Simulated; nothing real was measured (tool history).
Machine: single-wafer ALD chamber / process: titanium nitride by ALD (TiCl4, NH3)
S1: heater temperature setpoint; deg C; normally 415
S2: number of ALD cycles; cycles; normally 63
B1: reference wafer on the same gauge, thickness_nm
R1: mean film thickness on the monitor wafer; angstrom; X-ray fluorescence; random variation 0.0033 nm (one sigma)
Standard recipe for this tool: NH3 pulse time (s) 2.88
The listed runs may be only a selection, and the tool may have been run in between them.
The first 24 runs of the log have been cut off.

{"run": 25, "day": 48.196, "S1": 411, "S2": 52, "NH3 pulse time (s)": 3.68, "B1": 1.18, "R1": 11.08}
{"day": 49.317, "done": "thermocouple changed; heater temperature recalibrated"}
{"day": 50.758, "done": "showerhead replaced"}
{"run": 26, "day": 51.104, "S1": 401, "S2": 63, "NH3 pulse time (s)": 2.88, "B1": 1.182, "R1": 13.4}
{"run": 27, "day": 60.104, "S1": 415, "S2": 52, "NH3 pulse time (s)": 3.19, "B1": 1.181, "R1": 11.13}
{"run": 28, "day": 62.562, "S1": 415, "S2": 63, "NH3 pulse time (s)": 2.56, "B1": 1.182, "R1": 13.34}
{"run": 29, "day": 65.404, "S1": 415, "S2": 68, "NH3 pulse time (s)": 2.88, "B1": 1.18, "R1": 14.43}
{"run": 30, "day": 67.275, "S1": 415, "S2": 63, "NH3 pulse time (s)": 2.5, "B1": 1.179, "R1": 13.27}
{"run": 31, "day": 69.267, "S1": 415, "S2": 53, "NH3 pulse time (s)": 2.88, "B1": 1.18, "R1": 11.26}
{"run": 32, "day": 71.5, "S1": 415, "S2": 63, "NH3 pulse time (s)": 3.41, "B1": 1.181, "R1": 13.42}
{"run": 33, "day": 72.908, "S1": 415, "S2": 75, "NH3 pulse time (s)": 3.44, "B1": 1.179, "R1": 16.05}
{"run": 34, "day": 75.262, "S1": 415, "S2": 63, "NH3 pulse time (s)": 2.88, "B1": 1.179, "R1": 13.36}
{"run": 35, "day": 77.671, "S1": 415, "S2": 63, "NH3 pulse time (s)": 2.56, "B1": 1.18, "R1": 13.31}
{"run": 36, "day": 79.454, "S1": 420, "S2": 70, "NH3 pulse time (s)": 3.55, "B1": 1.18, "R1": 14.94}
{"run": 37, "day": 82.217, "S1": 415, "S2": 67, "NH3 pulse time (s)": 2.52, "B1": 1.181, "R1": 14.23}
{"run": 38, "day": 83.638, "S1": 428, "S2": 67, "NH3 pulse time (s)": 3.68, "B1": 1.181, "R1": 14.36}
{"run": 39, "day": 86.212, "S1": 415, "S2": 58, "NH3 pulse time (s)": 2.88, "B1": 1.181, "R1": 12.25}
{"run": 40, "day": 88.892, "S1": 406, "S2": 63, "NH3 pulse time (s)": 3.66, "B1": 1.18, "R1": 13.5}
{"run": 41, "day": 91.167, "S1": 415, "S2": 68, "NH3 pulse time (s)": 2.88, "B1": 1.179, "R1": 14.41}

Consider 3 possible next runs. They are alternatives, not a sequence: every one starts from the tool as it was left by run 41. What does each give?
{"run": "A", "day": 91.192, "S1": 415, "S2": 63, "NH3 pulse time (s)": 2.88, "B1": "?", "R1": "?"}
{"run": "B", "day": 91.192, "S1": 406, "S2": 72, "NH3 pulse time (s)": 2.51, "B1": "?", "R1": "?"}
{"run": "C", "day": 91.192, "S1": 427, "S2": 59, "NH3 pulse time (s)": 3.41, "B1": "?", "R1": "?"}

run=A B1=1.180 R1=13.38
run=B B1=1.180 R1=15.20
run=C B1=1.180 R1=12.60
With the hidden condition removed and each run's random variation left untouched, the same runs would have given:
run=A R1=13.38
run=B R1=15.20
run=C R1=12.60
